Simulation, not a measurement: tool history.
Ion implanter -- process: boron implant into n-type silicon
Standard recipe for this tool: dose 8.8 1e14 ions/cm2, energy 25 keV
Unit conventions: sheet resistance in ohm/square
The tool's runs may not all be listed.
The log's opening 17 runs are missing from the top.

run	hour	dose	energy	read-back reference wafer on the same gauge, sheet resistance	sheet resistance
18	174.2	6.78	21	111.9	161.22
19	191.7	9.82	25	112.12	115.21
20	198.4	6.32	30	111.96	164.64
21	207.9	8.8	25	111.9	126.24
22	214.4	6.37	25	112.03	166.38
# hour 239.7: extraction supply calibrated
23	251.3	7.18	20	112.09	153.63
# hour 268.3: Faraday cup replaced and dose calibrated
24	268.8	11.38	27.5	111.99	109.37
25	270.9	8.8	29.5	112.01	134.21
# hour 276.6: gauge calibrated
26	295.4	8.8	25	111.9	137.24
27	306.2	8.8	25	112.06	136.99

For run 28, what comes out?
28	312.9	8.8	29	?	?

{"run 28": {"read-back reference wafer on the same gauge, sheet resistance": 111.89, "sheet resistance": 135.2}}
Take away the tool's hidden state, keep the run-to-run variation as it was, and the same run would have given sheet resistance 127.75 ohm/square.
